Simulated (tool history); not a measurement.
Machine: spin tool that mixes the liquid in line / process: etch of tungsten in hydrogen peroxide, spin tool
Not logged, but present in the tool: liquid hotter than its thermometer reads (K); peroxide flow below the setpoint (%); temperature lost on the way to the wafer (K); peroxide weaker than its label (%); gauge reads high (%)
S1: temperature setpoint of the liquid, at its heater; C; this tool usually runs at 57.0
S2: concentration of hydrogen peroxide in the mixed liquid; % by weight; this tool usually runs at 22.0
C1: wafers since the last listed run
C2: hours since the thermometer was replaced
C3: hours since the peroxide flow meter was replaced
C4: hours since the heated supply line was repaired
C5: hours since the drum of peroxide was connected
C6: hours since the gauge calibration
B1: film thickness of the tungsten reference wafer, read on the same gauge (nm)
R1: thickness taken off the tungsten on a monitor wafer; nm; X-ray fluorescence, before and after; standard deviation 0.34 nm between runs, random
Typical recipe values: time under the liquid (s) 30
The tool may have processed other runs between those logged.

{"run": 1, "hour": 0.0, "S1": 57.0, "S2": 22.0, "time under the liquid (s)": 30, "C1": 0, "C2": 1869.8, "C3": 1064.5, "C4": 2853.2, "C5": 640.0, "C6": 1662.4, "B1": 102.41, "R1": 43.83}
{"run": 2, "hour": 29.5, "S1": 57.0, "S2": 26.5, "time under the liquid (s)": 30, "C1": 289, "C2": 1899.3, "C3": 1094.0, "C4": 2882.7, "C5": 669.5, "C6": 1691.9, "B1": 102.42, "R1": 47.15}
{"run": 3, "hour": 57.0, "S1": 57.0, "S2": 22.0, "time under the liquid (s)": 30, "C1": 269, "C2": 1926.8, "C3": 1121.5, "C4": 2910.2, "C5": 697.0, "C6": 1719.4, "B1": 102.53, "R1": 43.91}
{"run": 4, "hour": 96.7, "S1": 57.0, "S2": 22.0, "time under the liquid (s)": 30, "C1": 389, "C2": 1966.5, "C3": 1161.2, "C4": 2949.9, "C5": 736.7, "C6": 1759.1, "B1": 102.71, "R1": 43.59}
{"run": 5, "hour": 126.1, "S1": 57.0, "S2": 22.0, "time under the liquid (s)": 30, "C1": 288, "C2": 1995.9, "C3": 1190.6, "C4": 2979.3, "C5": 766.1, "C6": 1788.5, "B1": 102.76, "R1": 43.84}
{"hour": 147.0, "done": "new drum of peroxide connected"}
{"run": 6, "hour": 160.4, "S1": 57.0, "S2": 22.0, "time under the liquid (s)": 30, "C1": 326, "C2": 2030.2, "C3": 1224.9, "C4": 3013.6, "C5": 13.4, "C6": 1822.8, "B1": 102.93, "R1": 43.77}
{"run": 7, "hour": 184.5, "S1": 57.0, "S2": 22.0, "time under the liquid (s)": 30, "C1": 236, "C2": 2054.3, "C3": 1249.0, "C4": 3037.7, "C5": 37.5, "C6": 1846.9, "B1": 102.98, "R1": 43.88}
{"hour": 306.3, "done": "heated supply line repaired"}
{"run": 8, "hour": 386.9, "S1": 54.0, "S2": 22.0, "time under the liquid (s)": 45, "C1": 1974, "C2": 2256.7, "C3": 1451.4, "C4": 80.6, "C5": 239.9, "C6": 2049.3, "B1": 103.69, "R1": 56.39}
{"hour": 461.8, "done": "gauge calibrated"}
{"run": 9, "hour": 529.0, "S1": 61.0, "S2": 22.0, "time under the liquid (s)": 20, "C1": 1393, "C2": 2398.8, "C3": 1593.5, "C4": 222.7, "C5": 382.0, "C6": 67.2, "B1": 99.79, "R1": 35.5}
{"run": 10, "hour": 581.3, "S1": 65.0, "S2": 22.0, "time under the liquid (s)": 30, "C1": 512, "C2": 2451.1, "C3": 1645.8, "C4": 275.0, "C5": 434.3, "C6": 119.5, "B1": 99.73, "R1": 67.71}
{"run": 11, "hour": 642.1, "S1": 57.0, "S2": 22.0, "time under the liquid (s)": 35, "C1": 596, "C2": 2511.9, "C3": 1706.6, "C4": 335.8, "C5": 495.1, "C6": 180.3, "B1": 99.77, "R1": 49.58}
{"run": 12, "hour": 699.0, "S1": 57.0, "S2": 22.0, "time under the liquid (s)": 30, "C1": 557, "C2": 2568.8, "C3": 1763.5, "C4": 392.7, "C5": 552.0, "C6": 237.2, "B1": 99.78, "R1": 42.85}
{"hour": 722.8, "done": "peroxide flow meter replaced"}
{"run": 13, "hour": 750.7, "S1": 50.5, "S2": 18.0, "time under the liquid (s)": 15, "C1": 497, "C2": 2620.5, "C3": 27.9, "C4": 444.4, "C5": 603.7, "C6": 288.9, "B1": 99.79, "R1": 13.06}
{"run": 14, "hour": 790.6, "S1": 65.0, "S2": 25.0, "time under the liquid (s)": 40, "C1": 391, "C2": 2660.4, "C3": 67.8, "C4": 484.3, "C5": 643.6, "C6": 328.8, "B1": 99.83, "R1": 95.78}
{"run": 15, "hour": 827.1, "S1": 66.0, "S2": 22.0, "time under the liquid (s)": 30, "C1": 357, "C2": 2696.9, "C3": 104.3, "C4": 520.8, "C5": 680.1, "C6": 365.3, "B1": 99.91, "R1": 71.43}
{"run": 16, "hour": 878.5, "S1": 57.0, "S2": 22.0, "time under the liquid (s)": 15, "C1": 503, "C2": 2748.3, "C3": 155.7, "C4": 572.2, "C5": 731.5, "C6": 416.7, "B1": 99.86, "R1": 21.77}
{"run": 17, "hour": 931.5, "S1": 57.0, "S2": 22.0, "time under the liquid (s)": 30, "C1": 519, "C2": 2801.3, "C3": 208.7, "C4": 625.2, "C5": 784.5, "C6": 469.7, "B1": 99.93, "R1": 42.9}
{"hour": 949.5, "done": "new drum of peroxide connected"}
{"hour": 975.9, "done": "thermometer replaced"}
{"run": 18, "hour": 987.9, "S1": 57.0, "S2": 22.0, "time under the liquid (s)": 30, "C1": 533, "C2": 12.0, "C3": 265.1, "C4": 681.6, "C5": 38.4, "C6": 526.1, "B1": 99.98, "R1": 43.25}
{"run": 19, "hour": 1044.1, "S1": 53.5, "S2": 25.0, "time under the liquid (s)": 20, "C1": 550, "C2": 68.2, "C3": 321.3, "C4": 737.8, "C5": 94.6, "C6": 582.3, "B1": 100.05, "R1": 24.51}
{"run": 20, "hour": 1077.7, "S1": 48.0, "S2": 22.0, "time under the liquid (s)": 40, "C1": 329, "C2": 101.8, "C3": 354.9, "C4": 771.4, "C5": 128.2, "C6": 615.9, "B1": 100.1, "R1": 33.13}
{"run": 21, "hour": 1128.9, "S1": 57.0, "S2": 22.0, "time under the liquid (s)": 50, "C1": 501, "C2": 153.0, "C3": 406.1, "C4": 822.6, "C5": 179.4, "C6": 667.1, "B1": 100.13, "R1": 72.01}
{"run": 22, "hour": 1173.7, "S1": 53.0, "S2": 19.0, "time under the liquid (s)": 35, "C1": 439, "C2": 197.8, "C3": 450.9, "C4": 867.4, "C5": 224.2, "C6": 711.9, "B1": 100.23, "R1": 37.38}
{"run": 23, "hour": 1234.7, "S1": 51.0, "S2": 22.0, "time under the liquid (s)": 20, "C1": 597, "C2": 258.8, "C3": 511.9, "C4": 928.4, "C5": 285.2, "C6": 772.9, "B1": 100.3, "R1": 20.15}
{"run": 24, "hour": 1305.5, "S1": 57.0, "S2": 22.0, "time under the liquid (s)": 30, "C1": 694, "C2": 329.6, "C3": 582.7, "C4": 999.2, "C5": 356.0, "C6": 843.7, "B1": 100.4, "R1": 42.63}
{"run": 25, "hour": 1370.2, "S1": 52.5, "S2": 25.0, "time under the liquid (s)": 30, "C1": 634, "C2": 394.3, "C3": 647.4, "C4": 1063.9, "C5": 420.7, "C6": 908.4, "B1": 100.48, "R1": 35.5}
{"run": 26, "hour": 1422.2, "S1": 57.0, "S2": 22.0, "time under the liquid (s)": 25, "C1": 509, "C2": 446.3, "C3": 699.4, "C4": 1115.9, "C5": 472.7, "C6": 960.4, "B1": 100.63, "R1": 35.43}

Alternative continuations, all from the tool just after run 26; predict every row:
{"run": "A", "hour": 1422.6, "S1": 57.0, "S2": 22.0, "time under the liquid (s)": 30, "C1": 3, "C2": 446.7, "C3": 699.8, "C4": 1116.3, "C5": 473.1, "C6": 960.8, "B1": "?", "R1": "?"}
{"run": "B", "hour": 1422.6, "S1": 61.0, "S2": 22.0, "time under the liquid (s)": 30, "C1": 3, "C2": 446.7, "C3": 699.8, "C4": 1116.3, "C5": 473.1, "C6": 960.8, "B1": "?", "R1": "?"}
{"run": "C", "hour": 1422.6, "S1": 60.0, "S2": 26.0, "time under the liquid (s)": 50, "C1": 3, "C2": 446.7, "C3": 699.8, "C4": 1116.3, "C5": 473.1, "C6": 960.8, "B1": "?", "R1": "?"}
{"run": "D", "hour": 1422.6, "S1": 60.5, "S2": 28.0, "time under the liquid (s)": 15, "C1": 3, "C2": 446.7, "C3": 699.8, "C4": 1116.3, "C5": 473.1, "C6": 960.8, "B1": "?", "R1": "?"}

run=A B1=100.61 R1=43.22
run=B B1=100.61 R1=54.47
run=C B1=100.61 R1=93.19
run=D B1=100.61 R1=29.86
Without the tool's unlogged condition, the same runs would have read:
run=A R1=42.97
run=B R1=54.15
run=C R1=92.65
run=D R1=29.68

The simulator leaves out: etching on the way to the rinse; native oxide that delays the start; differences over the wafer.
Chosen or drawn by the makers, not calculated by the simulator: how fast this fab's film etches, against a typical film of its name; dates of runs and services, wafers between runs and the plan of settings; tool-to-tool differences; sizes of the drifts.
